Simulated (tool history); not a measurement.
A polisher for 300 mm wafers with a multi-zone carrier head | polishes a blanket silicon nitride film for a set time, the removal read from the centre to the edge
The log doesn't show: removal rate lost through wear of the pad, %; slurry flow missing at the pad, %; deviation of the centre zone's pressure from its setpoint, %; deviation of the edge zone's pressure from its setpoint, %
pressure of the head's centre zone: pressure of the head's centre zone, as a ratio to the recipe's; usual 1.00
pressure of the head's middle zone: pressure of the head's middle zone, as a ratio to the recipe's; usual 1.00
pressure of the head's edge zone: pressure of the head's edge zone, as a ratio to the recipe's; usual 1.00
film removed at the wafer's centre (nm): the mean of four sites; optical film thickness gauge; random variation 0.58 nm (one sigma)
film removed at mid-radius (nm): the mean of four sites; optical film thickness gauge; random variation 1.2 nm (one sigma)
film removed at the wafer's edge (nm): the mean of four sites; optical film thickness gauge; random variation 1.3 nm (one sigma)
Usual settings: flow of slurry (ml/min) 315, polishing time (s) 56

run	day	flow of slurry (ml/min)	pressure of the head's centre zone	pressure of the head's middle zone	pressure of the head's edge zone	polishing time (s)	wafers since the last listed run	wafers polished on this pad	hours since the slurry nozzle was cleaned	hours since the centre zone pressure was calibrated	hours since the edge zone pressure was calibrated	hours since the carrier head's membrane was replaced	incoming thickness of the incoming film, nm	film removed at the wafer's centre (nm)	film removed at mid-radius (nm)	film removed at the wafer's edge (nm)
1	0.000	315	1.00	1.00	1.00	56	0	2365	0.5	87.0	706.9	304.9	468.4	91.8	92.3	92.0
2	1.883	220	1.00	1.00	0.91	56	605	2970	45.7	132.2	752.1	350.1	478.6	89.2	88.0	86.4
3	6.158	315	1.00	1.00	1.00	63	1373	4344	148.3	234.8	854.7	452.7	463.6	103.5	100.8	101.9
4	8.338	315	1.00	1.00	1.00	56	700	5044	200.6	287.1	907.0	505.0	464.7	92.9	89.7	89.9
# day 10.212: worn pad replaced by a new one
5	10.233	285	1.00	1.00	1.00	56	555	6	246.1	332.6	952.5	550.5	466.1	93.2	92.0	91.5
6	11.279	245	1.08	1.00	1.00	56	336	342	271.2	357.7	977.6	575.6	470.9	99.9	90.0	93.0
7	13.229	390	1.00	1.00	0.93	56	626	969	318.0	404.5	1024.4	622.4	463.2	95.3	94.1	90.5
8	14.583	315	1.00	1.00	1.00	56	435	1404	350.5	437.0	1056.9	654.9	468.6	94.5	91.4	90.2
9	16.292	315	1.00	1.00	1.00	44	548	1953	391.5	478.0	1097.9	695.9	476.0	75.1	71.1	70.6
# day 17.108: edge zone pressure recalibrated
# day 18.642: slurry nozzle cleaned
# day 18.862: carrier head's membrane replaced by a new one
10	18.883	315	1.00	1.10	0.92	56	725	2679	5.8	540.2	42.6	0.5	466.3	94.1	99.6	88.2
11	21.196	380	1.00	1.10	1.10	74	743	3422	61.3	595.7	98.1	56.0	471.3	125.8	131.0	127.9
12	23.071	315	1.00	1.00	1.00	44	602	4024	106.3	640.7	143.1	101.0	471.5	74.7	69.6	71.6
13	25.142	315	1.00	0.96	1.00	56	665	4690	156.0	690.4	192.8	150.7	469.5	94.4	85.7	93.2
14	26.217	315	1.00	1.00	1.00	56	345	5035	181.8	716.2	218.6	176.5	462.5	94.9	87.6	91.5
# day 28.238: worn pad replaced by a new one
15	28.258	365	1.00	1.03	1.00	56	602	7	230.8	765.2	267.6	225.5	468.6	99.7	97.0	94.4
16	30.775	315	1.00	1.00	1.00	56	808	816	291.2	825.6	328.0	285.9	466.0	96.4	89.8	91.8
17	32.992	315	1.00	0.93	1.09	56	712	1528	344.4	878.8	381.2	339.1	473.6	97.1	87.8	96.6
18	35.021	225	1.00	1.12	1.10	47	652	2180	393.1	927.5	429.9	387.8	480.1	79.0	80.5	78.9
19	36.262	315	1.00	1.00	1.00	56	399	2579	422.9	957.3	459.7	417.6	462.5	97.2	91.1	93.7
20	38.625	265	1.00	1.00	1.00	56	759	3338	479.6	1014.0	516.4	474.3	468.2	95.3	88.1	89.9
# day 39.854: slurry nozzle cleaned
21	41.533	315	0.92	1.00	1.00	56	921	4259	40.3	1083.8	586.2	544.1	468.7	90.0	89.7	91.5

Forecast each of these 5 alternatives for the next run:
A	41.550	315	1.00	0.89	1.00	56	5	4265	40.7	1084.2	586.6	544.5	470.6	?	?	?
B	41.550	400	0.97	1.10	1.00	37	5	4265	40.7	1084.2	586.6	544.5	470.6	?	?	?
C	41.550	315	0.91	0.96	1.00	56	5	4265	40.7	1084.2	586.6	544.5	470.6	?	?	?
D	41.550	275	1.00	0.97	1.10	56	5	4265	40.7	1084.2	586.6	544.5	470.6	?	?	?
E	41.550	315	1.00	1.00	1.00	75	5	4265	40.7	1084.2	586.6	544.5	470.6	?	?	?

run	film removed at the wafer's centre (nm)	film removed at mid-radius (nm)	film removed at the wafer's edge (nm)
A	95.8	81.5	87.3
B	63.0	65.5	58.3
C	88.9	86.9	87.2
D	94.8	86.7	90.7
E	128.4	120.4	116.8
Without the tool's hidden state the same runs would have given:
run	film removed at the wafer's centre (nm)	film removed at mid-radius (nm)	film removed at the wafer's edge (nm)
A	92.7	84.2	90.1
B	60.9	67.6	60.1
C	85.9	89.7	90.0
D	91.7	89.5	93.6
E	124.2	124.3	120.5
